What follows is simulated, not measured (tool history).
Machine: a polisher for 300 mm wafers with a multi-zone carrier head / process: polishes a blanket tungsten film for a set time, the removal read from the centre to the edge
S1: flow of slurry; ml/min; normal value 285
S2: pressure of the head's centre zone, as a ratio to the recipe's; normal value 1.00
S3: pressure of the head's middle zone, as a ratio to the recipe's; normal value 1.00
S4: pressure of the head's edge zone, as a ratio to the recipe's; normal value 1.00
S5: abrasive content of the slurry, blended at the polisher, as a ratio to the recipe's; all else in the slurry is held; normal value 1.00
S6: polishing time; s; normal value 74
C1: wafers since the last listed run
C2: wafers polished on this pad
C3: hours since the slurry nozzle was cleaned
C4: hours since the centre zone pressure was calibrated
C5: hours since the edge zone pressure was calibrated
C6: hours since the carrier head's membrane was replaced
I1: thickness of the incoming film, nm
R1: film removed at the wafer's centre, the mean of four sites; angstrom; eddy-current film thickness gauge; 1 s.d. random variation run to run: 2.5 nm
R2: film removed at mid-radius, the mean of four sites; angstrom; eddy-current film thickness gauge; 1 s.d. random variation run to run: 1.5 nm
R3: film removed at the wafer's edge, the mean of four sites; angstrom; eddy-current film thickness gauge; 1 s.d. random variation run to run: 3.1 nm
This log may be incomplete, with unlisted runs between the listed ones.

run,hour,S1,S2,S3,S4,S5,S6,C1,C2,C3,C4,C5,C6,I1,R1,R2,R3
1,0.0,285,1.07,1.00,1.00,1.00,74,0,287,29.2,1004.6,448.3,1962.3,633.7,2080,2135,2183
2,7.4,285,1.04,0.93,1.00,1.00,98,75,363,36.6,1012.0,455.7,1969.7,644.6,2707,2668,2975
3,22.5,285,1.00,1.00,1.08,1.00,74,155,518,51.7,1027.1,470.8,1984.8,629.1,1927,2166,2219
# hour 26.8: centre zone pressure recalibrated
# hour 32.7: edge zone pressure recalibrated
4,34.5,285,1.00,1.00,1.00,1.00,62,82,600,63.7,7.7,1.8,1996.8,644.2,1805,1805,1861
5,47.1,345,1.10,1.00,1.00,1.15,90,129,730,76.3,20.3,14.4,2009.4,646.2,3024,2711,2937
6,58.5,315,1.00,1.10,1.00,1.20,74,117,847,87.7,31.7,25.8,2020.8,639.7,2217,2472,2365
7,67.4,285,1.00,1.00,1.00,1.00,74,91,938,96.6,40.6,34.7,2029.7,641.8,2101,2168,2219
# hour 72.5: worn pad replaced by a new one
8,79.3,285,1.00,1.00,1.00,1.00,74,81,69,108.5,52.5,46.6,2041.6,637.9,2126,2161,2195
9,91.0,285,1.00,1.00,1.00,1.30,74,120,189,120.2,64.2,58.3,2053.3,628.1,2324,2300,2450
10,115.0,285,1.00,1.00,1.00,1.00,74,246,436,144.2,88.2,82.3,2077.3,645.4,2117,2165,2263
# hour 127.9: carrier head's membrane replaced by a new one
11,131.1,285,1.05,1.00,0.95,1.00,51,113,550,160.3,104.3,98.4,3.2,632.0,1520,1488,1488
12,143.1,190,1.00,0.93,0.94,1.00,51,123,673,172.3,116.3,110.4,15.2,627.5,1387,1351,1459
13,150.5,315,1.05,1.00,1.00,0.70,74,75,749,179.7,123.7,117.8,22.6,645.1,1968,1959,2028
14,166.9,355,1.00,1.00,0.93,1.00,74,168,917,196.1,140.1,134.2,39.0,637.4,2063,2192,2157
15,175.4,285,1.00,1.00,1.00,1.00,74,87,1005,204.6,148.6,142.7,47.5,646.4,2067,2155,2238
16,187.6,285,1.00,1.00,1.00,1.00,74,125,1130,216.8,160.8,154.9,59.7,636.8,2065,2148,2234
# hour 199.1: worn pad replaced by a new one
17,202.7,285,1.00,1.00,1.00,1.00,58,113,36,231.9,175.9,170.0,74.8,641.5,1631,1681,1734
18,220.0,285,1.08,1.00,1.00,1.00,74,177,214,249.2,193.2,187.3,92.1,631.9,2164,2175,2233
19,232.0,285,1.00,1.00,1.00,1.00,74,123,337,261.2,205.2,199.3,104.1,642.4,2080,2151,2191
20,246.6,325,1.10,0.92,1.00,1.25,74,149,487,275.8,219.8,213.9,118.7,641.3,2361,2142,2359
21,261.0,285,1.00,1.00,1.06,1.00,74,147,635,290.2,234.2,228.3,133.1,637.3,2014,2138,2331
22,273.0,285,1.00,1.00,1.11,1.00,74,123,758,302.2,246.2,240.3,145.1,632.8,2012,2170,2339
23,289.4,285,1.00,1.00,1.00,1.00,74,168,926,318.6,262.6,256.7,161.5,633.9,1997,2125,2197

Alternative continuations, all from the tool just after run 23; predict every row:
A,289.8,235,1.00,1.00,1.00,1.00,74,4,931,319.0,263.0,257.1,161.9,641.9,?,?,?
B,289.8,285,0.89,0.90,0.94,1.10,74,4,931,319.0,263.0,257.1,161.9,641.9,?,?,?
C,289.8,385,1.00,1.00,1.06,1.00,74,4,931,319.0,263.0,257.1,161.9,641.9,?,?,?

run,R1,R2,R3
A,1997,2113,2175
B,1850,2013,2199
C,2068,2181,2285
What these runs would have given with no unlogged condition in the tool:
run,R1,R2,R3
A,2125,2113,2175
B,1971,2012,2199
C,2201,2181,2285
